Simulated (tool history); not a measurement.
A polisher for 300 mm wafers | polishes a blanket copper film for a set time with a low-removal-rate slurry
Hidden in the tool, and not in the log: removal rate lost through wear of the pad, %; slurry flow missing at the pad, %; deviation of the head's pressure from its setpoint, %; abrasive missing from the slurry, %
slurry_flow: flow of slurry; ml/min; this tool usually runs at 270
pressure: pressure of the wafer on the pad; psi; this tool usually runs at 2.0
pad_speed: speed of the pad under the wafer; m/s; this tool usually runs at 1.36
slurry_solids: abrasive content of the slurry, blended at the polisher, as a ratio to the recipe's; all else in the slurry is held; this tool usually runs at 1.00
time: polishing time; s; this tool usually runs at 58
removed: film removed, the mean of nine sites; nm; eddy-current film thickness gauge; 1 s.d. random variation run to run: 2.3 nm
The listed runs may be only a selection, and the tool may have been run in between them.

run,day,slurry_flow,pressure,pad_speed,slurry_solids,time,wafers since the last listed run,wafers polished on this pad,hours since the slurry nozzle was cleaned,hours since the head pressure was calibrated,hours since the slurry blender was calibrated,"incoming thickness of the incoming film, nm",removed
1,0.000,270,2.0,1.66,1.00,58,0,83,63.2,565.4,226.2,666.6,205.9
2,0.942,270,2.0,1.66,1.00,58,172,255,85.8,588.0,248.8,671.3,201.3
3,3.408,270,2.0,1.66,1.00,58,452,707,145.0,647.2,308.0,653.5,187.0
4,3.979,270,2.0,1.36,1.00,58,104,812,158.7,660.9,321.7,663.5,154.0
# day 4.704: worn pad replaced by a new one
5,5.038,270,2.0,1.36,1.00,58,163,61,184.1,686.3,347.1,657.5,166.9
6,5.958,270,2.0,1.36,1.00,58,168,229,206.2,708.4,369.2,656.3,164.7
7,6.850,270,2.4,1.36,1.00,58,163,393,227.6,729.8,390.6,652.9,193.8
8,7.462,270,2.0,1.36,1.00,58,112,505,242.3,744.5,405.3,668.7,163.2
9,8.421,270,2.0,1.36,1.00,58,175,681,265.3,767.5,428.3,666.0,153.4
10,9.250,270,2.0,1.36,1.00,58,151,832,285.2,787.4,448.2,663.7,149.6
# day 9.421: worn pad replaced by a new one
# day 10.942: slurry blender recalibrated
11,11.250,270,2.0,1.36,1.00,58,320,319,333.2,835.4,7.4,665.4,166.5
12,12.325,300,2.5,1.36,1.00,58,196,516,359.0,861.2,33.2,666.4,200.6
13,13.125,270,2.0,1.80,1.00,58,146,663,378.2,880.4,52.4,665.0,201.7
14,14.188,270,2.0,1.36,1.00,58,194,858,403.7,905.9,77.9,653.6,158.0
# day 14.688: worn pad replaced by a new one
15,15.467,350,1.3,1.36,1.20,58,203,142,434.4,936.6,108.6,663.6,124.0
# day 15.962: slurry nozzle cleaned
16,16.196,270,2.4,1.36,1.00,58,125,268,5.6,954.1,126.1,656.2,195.7
17,17.650,270,2.6,1.04,1.00,58,266,535,40.5,989.0,161.0,658.2,161.3
18,18.979,270,1.4,1.36,1.00,58,243,778,72.4,1020.9,192.9,666.7,113.3
19,20.388,270,2.0,1.36,0.80,58,258,1036,106.2,1054.7,226.7,659.1,144.4
# day 20.583: worn pad replaced by a new one
# day 20.900: head pressure recalibrated
20,20.954,270,2.0,1.18,1.00,65,58,53,119.8,1.3,240.3,667.0,167.6
21,24.512,270,1.7,0.98,0.80,73,652,705,205.2,86.7,325.7,673.7,120.6
22,25.142,270,2.0,1.76,1.00,58,115,820,220.3,101.8,340.8,658.1,193.6
23,26.150,270,1.3,1.36,1.00,48,184,1005,244.5,126.0,365.0,669.9,83.4

Hidden state, per run?
slurry flow missing at the pad, %: 0, the same for each run
deviation of the head's pressure from its setpoint, %: 0, the same for each run
abrasive missing from the slurry, %: 0, the same for each run
H1: removal rate lost through wear of the pad, %
run,H1
1,1.38
2,3.54
3,9.2
4,10.5
5,2.36
6,4.47
7,6.51
8,7.92
9,10.1
10,12
11,4.29
12,6.76
13,8.59
14,11
15,1.92
16,3.59
17,6.93
18,9.98
19,13.2
20,1.12
21,9.28
22,10.7
23,13
